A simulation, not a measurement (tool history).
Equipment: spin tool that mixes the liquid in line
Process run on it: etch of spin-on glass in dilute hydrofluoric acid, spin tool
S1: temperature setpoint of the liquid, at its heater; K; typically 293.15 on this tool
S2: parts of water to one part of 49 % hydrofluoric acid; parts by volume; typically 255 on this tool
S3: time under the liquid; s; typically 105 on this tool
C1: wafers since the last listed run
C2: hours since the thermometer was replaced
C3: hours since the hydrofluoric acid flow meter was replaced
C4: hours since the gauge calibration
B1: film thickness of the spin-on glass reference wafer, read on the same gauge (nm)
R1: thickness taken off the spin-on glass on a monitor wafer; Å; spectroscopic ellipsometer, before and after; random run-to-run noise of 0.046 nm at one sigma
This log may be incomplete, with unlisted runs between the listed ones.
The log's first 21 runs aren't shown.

run 22 hour=1716.1 | S1=291.65 S2=195 S3=55 | C1=781 C2=896.4 C3=181.3 C4=1117.3 | B1=140.00 | R1=95.6
-- hour=1762.1 thermometer replaced
run 23 hour=1786.2 | S1=290.15 S2=335 S3=55 | C1=930 C2=24.1 C3=251.4 C4=1187.4 | B1=139.98 | R1=46.1
run 24 hour=1851.6 | S1=293.15 S2=330 S3=160 | C1=880 C2=89.5 C3=316.8 C4=1252.8 | B1=140.01 | R1=152.7
run 25 hour=1903.5 | S1=291.15 S2=255 S3=105 | C1=699 C2=141.4 C3=368.7 C4=1304.7 | B1=140.00 | R1=129.4
run 26 hour=1950.1 | S1=297.15 S2=150 S3=105 | C1=627 C2=188.0 C3=415.3 C4=1351.3 | B1=139.99 | R1=307.1
run 27 hour=2056.6 | S1=290.65 S2=340 S3=140 | C1=1434 C2=294.5 C3=521.8 C4=1457.8 | B1=140.00 | R1=117.3
run 28 hour=2113.0 | S1=291.15 S2=255 S3=70 | C1=759 C2=350.9 C3=578.2 C4=1514.2 | B1=140.00 | R1=86.5
run 29 hour=2196.0 | S1=293.15 S2=140 S3=125 | C1=1117 C2=433.9 C3=661.2 C4=1597.2 | B1=139.99 | R1=338.8
-- hour=2214.1 hydrofluoric acid flow meter replaced
run 30 hour=2290.2 | S1=296.65 S2=255 S3=155 | C1=1255 C2=528.1 C3=76.1 C4=1691.4 | B1=140.00 | R1=234.1
run 31 hour=2386.0 | S1=294.65 S2=180 S3=80 | C1=1290 C2=623.9 C3=171.9 C4=1787.2 | B1=140.03 | R1=170.9
run 32 hour=2487.6 | S1=298.15 S2=145 S3=75 | C1=1368 C2=725.5 C3=273.5 C4=1888.8 | B1=139.98 | R1=235.6

5 options for the next run, each taken on its own from the tool as it stands now. Forecast them:
run A hour=2488.0 | S1=293.15 S2=255 S3=105 | C1=5 C2=725.9 C3=273.9 C4=1889.2 | B1=? | R1=?
run B hour=2488.0 | S1=297.15 S2=150 S3=130 | C1=5 C2=725.9 C3=273.9 C4=1889.2 | B1=? | R1=?
run C hour=2488.0 | S1=293.15 S2=255 S3=160 | C1=5 C2=725.9 C3=273.9 C4=1889.2 | B1=? | R1=?
run D hour=2488.0 | S1=293.15 S2=350 S3=130 | C1=5 C2=725.9 C3=273.9 C4=1889.2 | B1=? | R1=?
run E hour=2488.0 | S1=293.15 S2=255 S3=85 | C1=5 C2=725.9 C3=273.9 C4=1889.2 | B1=? | R1=?

run=A B1=139.98 R1=138.8
run=B B1=139.98 R1=378.5
run=C B1=139.98 R1=211.5
run=D B1=139.98 R1=115.0
run=E B1=139.98 R1=112.3
Had the tool no hidden state, the same runs would have come out as:
run=A R1=138.8
run=B R1=378.5
run=C R1=211.5
run=D R1=115.0
run=E R1=112.3
